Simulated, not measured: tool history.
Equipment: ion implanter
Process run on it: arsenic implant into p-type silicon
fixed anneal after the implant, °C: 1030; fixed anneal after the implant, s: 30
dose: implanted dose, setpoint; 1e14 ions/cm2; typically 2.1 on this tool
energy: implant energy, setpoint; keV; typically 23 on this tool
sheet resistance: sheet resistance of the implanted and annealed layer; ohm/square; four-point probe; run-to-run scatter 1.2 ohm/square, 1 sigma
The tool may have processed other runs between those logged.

run   hour  dose  energy  wafers since the last listed run  hours since the last dose calibration  hours since the extraction supply was calibrated  hours since the gauge calibration  read-back reference wafer on the same gauge, sheet resistance  sheet resistance
  1      0   2.1      21                                 0                                 1462.8                                            2845.1                              130.8                                                         375.91             390.8
  2   35.8   2.1      21                               793                                 1498.6                                            2880.9                              166.6                                                          375.8             394.6
  3   62.9  1.82      23                               600                                 1525.7                                              2908                              193.7                                                         376.11            434.22
  4     84   2.1      23                               467                                 1546.8                                            2929.1                              214.8                                                         376.08            387.58
  5  115.9   2.1      23                               706                                 1578.7                                              2961                              246.7                                                         375.78            390.27
  6  129.4   2.1      27                               299                                 1592.2                                            2974.5                              260.2                                                         375.84            381.98
  7  153.7   2.1      27                               538                                 1616.5                                            2998.8                              284.5                                                         375.99            380.01
  8  189.4   2.1      27                               790                                 1652.2                                            3034.5                              320.2                                                         375.93            379.73
  9  221.6  1.66      23                               713                                 1684.4                                            3066.7                              352.4                                                         376.01            462.85
 10  234.6   2.1      23                               287                                 1697.4                                            3079.7                              365.4                                                         375.61            387.93
 11  261.9   2.1      23                               604                                 1724.7                                              3107                              392.7                                                         375.91            388.14
 12  281.5   2.1      23                               434                                 1744.3                                            3126.6                              412.3                                                         375.84            387.43
     295.2  -- Faraday cup replaced and dose calibrated
 13  310.7   2.1      23                               469                                   15.5                                            3155.8                              441.5                                                         375.83            385.34
     350.1  -- extraction supply calibrated
 14  350.6   2.1      23                               706                                   55.4                                               0.5                              481.4                                                         376.43            382.76
 15  374.4   2.1      23                               527                                   79.2                                              24.3                              505.2                                                          376.1            380.88
 16  388.8   2.1    15.5                               318                                   93.6                                              38.7                              519.6                                                         376.07            402.85
 17  403.3  1.72    19.5                               321                                  108.1                                              53.2                              534.1                                                         376.17            455.14
     451.3  -- Faraday cup replaced and dose calibrated, repeated, since the last time left the tool worse
     457.2  -- gauge calibrated
 18  485.2   2.1      23                              1636                                   33.9                                             135.1                                 28                                                         376.14            397.77
 19  588.5   2.1      30                              2288                                  137.2                                             238.4                              131.3                                                         375.59            382.43
 20  618.1  2.55      28                               655                                  166.8                                               268                              160.9                                                         376.08            334.82
 21  650.7   2.1      23                               722                                  199.4                                             300.6                              193.5                                                         375.97            394.74
 22  663.8  2.49      23                               290                                  212.5                                             313.7                              206.6                                                         376.16            348.68
 23  682.5   2.1      23                               414                                  231.2                                             332.4                              225.3                                                         375.98               396
 24  717.6  1.61      23                               777                                  266.3                                             367.5                              260.4                                                         375.64            482.88
 25  735.3   2.1      28                               392                                    284                                             385.2                              278.1                                                         375.94            385.13
 26  757.8   2.1      23                               498                                  306.5                                             407.7                              300.6                                                         376.06            396.84
 27  793.5   1.9    29.5                               790                                  342.2                                             443.4                              336.3                                                         376.05            411.13
 28  820.5  2.47    20.5                               598                                  369.2                                             470.4                              363.3                                                         375.94            355.38
 29  853.6  1.93      15                               733                                  402.3                                             503.5                              396.4                                                         375.84            441.51
 30  868.7   2.3    27.5                               334                                  417.4                                             518.6                              411.5                                                         376.04             358.3

3 ways to go on from here, each from the tool as it stands after run 30. What would each give?
  A  869.1  1.56      23                                 8                                  417.8                                               519                              411.9                                                              ?                 ?
  B  869.1  1.63    16.5                                 8                                  417.8                                               519                              411.9                                                              ?                 ?
  C  869.1  1.74      23                                 8                                  417.8                                               519                              411.9                                                              ?                 ?

run  read-back reference wafer on the same gauge, sheet resistance  sheet resistance
  A                                                         375.93            493.97
  B                                                         375.93             500.2
  C                                                         375.93             455.7
What these runs would have given with no unlogged condition in the tool:
run  sheet resistance
  A            500.37
  B            506.87
  C            461.67
